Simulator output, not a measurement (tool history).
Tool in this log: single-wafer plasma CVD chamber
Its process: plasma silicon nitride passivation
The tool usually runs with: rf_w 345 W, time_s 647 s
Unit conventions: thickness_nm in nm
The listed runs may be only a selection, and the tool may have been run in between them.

run	hour	rf_w	time_s	wafers since the last listed run	hours since the last RF generator calibration	hours since the showerhead was replaced	hours since the gauge calibration	read-back reference wafer on the same gauge, thickness_nm	thickness_nm
1	0	325	711	0	1681.8	2844	1428.1	788.913	853.365
2	57.6	345	647	152	1739.4	2901.6	1485.7	789.433	789.511
3	125.8	345	647	181	1807.6	2969.8	1553.9	789.721	787.331
4	152.6	345	647	71	1834.4	2996.6	1580.7	788.137	787.711
5	186	345	647	88	1867.8	3030	1614.1	789.124	788.785
6	242	345	647	148	1923.8	3086	1670.1	789.585	788.026
7	281.6	345	647	105	1963.4	3125.6	1709.7	789.046	786.819
8	328.8	345	647	125	2010.6	3172.8	1756.9	789.489	781.928
9	397.3	345	647	181	2079.1	3241.3	1825.4	789.037	785.19
10	464	345	647	177	2145.8	3308	1892.1	789.526	785.498
11	494.2	385	647	80	2176	3338.2	1922.3	788.551	802.649
12	562.8	295	741	182	2244.6	3406.8	1990.9	789.314	863.818
13	633.4	295	741	187	2315.2	3477.4	2061.5	789.54	866.777
# hour 711.6: gauge calibrated
14	723.4	295	741	239	2405.2	3567.4	11.8	788.829	863.438
# hour 769.6: RF generator calibrated
15	770	345	647	102	0.4	3614	58.4	789.121	795.635
16	798.7	345	647	76	29.1	3642.7	87.1	788.411	796.955
17	829.3	310	681	81	59.7	3673.3	117.7	788.657	820.672
18	887.7	345	776	155	118.1	3731.7	176.1	788.789	956.087
19	912.8	300	775	66	143.2	3756.8	201.2	789.064	924.576
20	1113.9	365	712	534	344.3	3957.9	402.3	789.402	883.375
# hour 1150.5: showerhead replaced
21	1151	345	647	77	381.4	0.5	439.4	789.465	794.361
22	1184.7	370	613	89	415.1	34.2	473.1	788.743	766.643
23	1222.6	320	713	100	453	72.1	511	788.263	863.204
24	1272.2	345	574	131	502.6	121.7	560.6	788.96	705.219
25	1298.4	345	647	69	528.8	147.9	586.8	789.332	794.904
26	1363.7	415	775	173	594.1	213.2	652.1	788.962	995.566
27	1423	390	696	157	653.4	272.5	711.4	788.549	875.867
28	1454.5	345	647	83	684.9	304	742.9	789.208	793.058
29	1512.4	305	647	153	742.8	361.9	800.8	788.804	772.465
30	1584.4	345	529	191	814.8	433.9	872.8	788.74	647.465
31	1613.3	345	647	76	843.7	462.8	901.7	788.859	791.467

How the hidden state differs across the entries between the runs, from the last listed run before each to the first after it:
In the gap between runs 13 and 14: gauge calibrated (hour 711.6)
  delivered RF power above the setpoint (%): -8.57 -> -9.22
  measured less the result without the state, thickness_nm: -17.171 -> -18.467 nm
In the gap between runs 14 and 15: RF generator calibrated (hour 769.6)
  delivered RF power above the setpoint (%): -9.22 -> -0.706
  measured less the result without the state, thickness_nm: -18.467 -> -1.248 nm
In the gap between runs 20 and 21: showerhead replaced (hour 1150.5)
  delivered RF power above the setpoint (%): -0.888 -> -0.929
  measured less the result without the state, thickness_nm: -1.745 -> -1.642 nm
